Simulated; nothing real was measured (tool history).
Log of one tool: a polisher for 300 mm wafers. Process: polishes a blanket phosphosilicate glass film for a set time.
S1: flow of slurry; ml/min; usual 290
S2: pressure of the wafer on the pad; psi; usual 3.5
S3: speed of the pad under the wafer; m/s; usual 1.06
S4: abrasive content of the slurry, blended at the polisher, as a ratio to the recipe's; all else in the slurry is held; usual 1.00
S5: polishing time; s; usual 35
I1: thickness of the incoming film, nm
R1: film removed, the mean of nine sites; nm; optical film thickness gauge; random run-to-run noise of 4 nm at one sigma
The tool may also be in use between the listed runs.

run,hour,S1,S2,S3,S4,S5,I1,R1
1,0.0,290,2.8,1.06,1.00,35,3299.2,288.6
2,35.8,290,2.8,1.06,1.00,35,3299.1,282.8
3,96.3,290,2.8,1.06,1.00,35,3275.1,306.1
4,142.9,290,3.5,1.06,1.00,35,3264.2,349.6
5,205.9,290,3.5,1.26,1.00,35,3220.9,388.5
6,266.4,290,3.5,1.26,1.00,35,3294.3,378.2
7,315.1,290,3.5,1.26,1.00,35,3285.0,372.7
8,342.9,320,3.5,1.06,1.00,35,3298.7,327.7
9,412.1,320,3.5,1.06,1.00,35,3274.8,354.7
10,482.6,320,3.5,1.06,1.00,40,3285.1,401.3
11,525.8,290,4.3,1.06,1.00,35,3284.3,371.5
12,560.4,290,4.3,1.06,1.00,35,3222.7,381.0
13,597.4,290,4.3,1.06,1.00,35,3214.0,374.6
14,635.2,290,3.5,0.72,0.80,35,3248.6,222.5
15,699.5,320,3.5,1.06,0.75,35,3300.2,280.2
16,767.0,290,3.5,1.20,1.00,35,3304.6,375.0
17,826.0,290,4.1,1.06,1.10,41,3268.8,461.4
18,888.8,245,3.5,1.34,1.00,35,3333.1,397.5
19,933.4,290,3.5,1.06,1.00,35,3259.9,330.3
20,965.9,200,4.0,1.06,1.00,35,3284.6,333.3
21,1009.6,290,3.5,1.06,0.80,35,3272.0,295.1
22,1038.9,290,3.0,1.06,0.90,26,3281.9,221.7
23,1090.1,290,3.5,1.26,1.00,35,3309.6,387.7
24,1135.0,325,3.5,1.06,0.75,35,3289.8,305.9
25,1188.1,290,3.5,1.36,0.85,35,3296.6,376.2
26,1232.5,290,2.7,1.06,0.85,42,3324.3,310.5

Withheld: 18 entries from between the runs. Position of each, and hidden state at the listed run before versus the listed run after:
From run 2 to run 3: slurry blender recalibrated (hour 86.9); conditioning disc replaced and pad reconditioned (hour 93.2); worn pad replaced by a new one (hour 95.8)
  abrasive missing from the slurry, %: 20.5 -> 1.22
  measured minus no-state result, R1: -25.6 -> -1.4 nm
From run 3 to run 4: slurry nozzle cleaned (hour 99.8)
  abrasive missing from the slurry, %: 1.22 -> 4.53
  measured minus no-state result, R1: -1.4 -> -6.1 nm
From run 7 to run 8: worn pad replaced by a new one (hour 340.1)
  abrasive missing from the slurry, %: 16.8 -> 18.8
  measured minus no-state result, R1: -26.6 -> -26.7 nm
From run 8 to run 9: slurry blender recalibrated (hour 392.4); slurry nozzle cleaned (hour 405.3)
  abrasive missing from the slurry, %: 18.8 -> 3.91
  measured minus no-state result, R1: -26.7 -> -5.3 nm
From run 9 to run 10: conditioning disc replaced and pad reconditioned (hour 423.7)
  abrasive missing from the slurry, %: 3.91 -> 8.92
  measured minus no-state result, R1: -5.3 -> -14.1 nm
From run 12 to run 13: worn pad replaced by a new one (hour 581.5)
  abrasive missing from the slurry, %: 14.5 -> 17.1
  measured minus no-state result, R1: -22.9 -> -27.3 nm
From run 14 to run 15: conditioning disc replaced and pad reconditioned (hour 685.5)
  abrasive missing from the slurry, %: 19.8 -> 24.3
  measured minus no-state result, R1: -21.1 -> -35.1 nm
From run 15 to run 16: slurry nozzle cleaned (hour 717.2); slurry blender recalibrated (hour 736.6); head pressure recalibrated (hour 737.1)
  abrasive missing from the slurry, %: 24.3 -> 2.9
  measured minus no-state result, R1: -35.1 -> -4.1 nm
From run 16 to run 17: worn pad replaced by a new one (hour 795.8)
  abrasive missing from the slurry, %: 2.9 -> 7.1
  measured minus no-state result, R1: -4.1 -> -12.2 nm
From run 19 to run 20: conditioning disc replaced and pad reconditioned (hour 948.9)
  abrasive missing from the slurry, %: 14.7 -> 17
  measured minus no-state result, R1: -20.3 -> -24.2 nm
From run 20 to run 21: slurry nozzle cleaned (hour 981.8)
  abrasive missing from the slurry, %: 17 -> 20.2
  measured minus no-state result, R1: -24.2 -> -28.6 nm
From run 21 to run 22: slurry blender recalibrated (hour 1030.6); worn pad replaced by a new one (hour 1038.5)
  abrasive missing from the slurry, %: 20.2 -> 4.21
  measured minus no-state result, R1: -28.6 -> -3.8 nm

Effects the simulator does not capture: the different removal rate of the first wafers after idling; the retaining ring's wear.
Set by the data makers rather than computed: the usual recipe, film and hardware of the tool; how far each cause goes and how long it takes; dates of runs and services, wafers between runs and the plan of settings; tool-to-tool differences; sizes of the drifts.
